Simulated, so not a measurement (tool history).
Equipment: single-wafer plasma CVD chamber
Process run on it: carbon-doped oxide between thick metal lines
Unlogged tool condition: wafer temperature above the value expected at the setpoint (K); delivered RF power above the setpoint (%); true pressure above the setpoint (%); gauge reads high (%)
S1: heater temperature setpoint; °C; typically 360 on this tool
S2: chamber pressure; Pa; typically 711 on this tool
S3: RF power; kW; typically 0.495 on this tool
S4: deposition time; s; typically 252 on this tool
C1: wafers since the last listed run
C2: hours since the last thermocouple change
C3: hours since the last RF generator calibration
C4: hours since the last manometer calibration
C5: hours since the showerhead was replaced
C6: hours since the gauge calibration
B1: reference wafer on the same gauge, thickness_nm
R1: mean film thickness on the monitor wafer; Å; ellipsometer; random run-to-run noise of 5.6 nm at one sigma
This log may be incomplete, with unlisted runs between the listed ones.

run,hour,S1,S2,S3,S4,C1,C2,C3,C4,C5,C6,B1,R1
1,0.0,360,711,0.495,252,0,1954.1,902.5,1130.1,3384.0,173.0,1176.534,12697.22
2,53.2,360,804,0.495,252,353,2007.3,955.7,1183.3,3437.2,226.2,1178.253,12999.69
3,116.0,360,711,0.495,252,416,2070.1,1018.5,1246.1,3500.0,289.0,1184.311,12745.70
4,165.5,360,711,0.495,252,328,2119.6,1068.0,1295.6,3549.5,338.5,1186.065,12926.03
5,213.0,360,711,0.495,252,315,2167.1,1115.5,1343.1,3597.0,386.0,1185.671,12915.52
6,253.9,360,711,0.495,252,271,2208.0,1156.4,1384.0,3637.9,426.9,1187.597,12961.58
7,292.0,360,711,0.495,252,252,2246.1,1194.5,1422.1,3676.0,465.0,1190.480,12871.09
8,355.0,360,711,0.495,252,418,2309.1,1257.5,1485.1,3739.0,528.0,1191.446,12947.25
# hour 410.5: capacitance manometer re-zeroed and calibrated
# hour 410.5: showerhead replaced
9,549.0,360,711,0.495,252,1234,2503.1,1451.5,138.5,138.5,722.0,1190.640,12922.94
10,583.4,369,711,0.495,252,228,2537.5,1485.9,172.9,172.9,756.4,1196.933,12696.65
11,636.2,360,711,0.495,252,350,2590.3,1538.7,225.7,225.7,809.2,1193.486,13010.60
12,700.4,355,711,0.565,252,426,2654.5,1602.9,289.9,289.9,873.4,1193.456,14018.71
# hour 744.9: thermocouple changed; heater temperature recalibrated
13,751.4,360,759,0.555,252,285,6.5,1653.9,340.9,340.9,924.4,1195.174,13756.30
14,781.1,348,820,0.545,204,197,36.2,1683.6,370.6,370.6,954.1,1194.440,11525.93
# hour 809.5: gauge calibrated
# hour 864.6: RF generator calibrated
15,950.9,351,711,0.495,252,1074,206.0,86.3,540.4,540.4,141.4,1179.336,13201.27
16,1018.2,367,711,0.495,252,446,273.3,153.6,607.7,607.7,208.7,1184.929,12639.07
17,1067.2,348,711,0.535,252,325,322.3,202.6,656.7,656.7,257.7,1184.285,13854.25
18,1132.1,360,711,0.495,252,430,387.2,267.5,721.6,721.6,322.6,1188.991,12829.16
19,1200.0,352,711,0.575,252,450,455.1,335.4,789.5,789.5,390.5,1192.064,14229.84
20,1267.5,348,820,0.545,204,448,522.6,402.9,857.0,857.0,458.0,1193.758,11656.75
21,1309.4,360,832,0.495,252,278,564.5,444.8,898.9,898.9,499.9,1192.999,13265.11

Hidden condition of the tool, last listed run before each entry between runs versus first listed run after:
Logged between run 8 and run 9: capacitance manometer re-zeroed and calibrated (hour 410.5); showerhead replaced (hour 410.5)
  gauge reads high (%): 1.81 -> 2.06
  the result without the hidden state subtracted from the measured one, R1: +229.94 -> +260.93 Å
Logged between run 12 and run 13: thermocouple changed; heater temperature recalibrated (hour 744.9)
  gauge reads high (%): 2.18 -> 2.2
  the result without the hidden state subtracted from the measured one, R1: +298.49 -> +296.59 Å
Logged between run 14 and run 15: gauge calibrated (hour 809.5); RF generator calibrated (hour 864.6)
  gauge reads high (%): 2.22 -> 0.783
  the result without the hidden state subtracted from the measured one, R1: +250.10 -> +102.63 Å
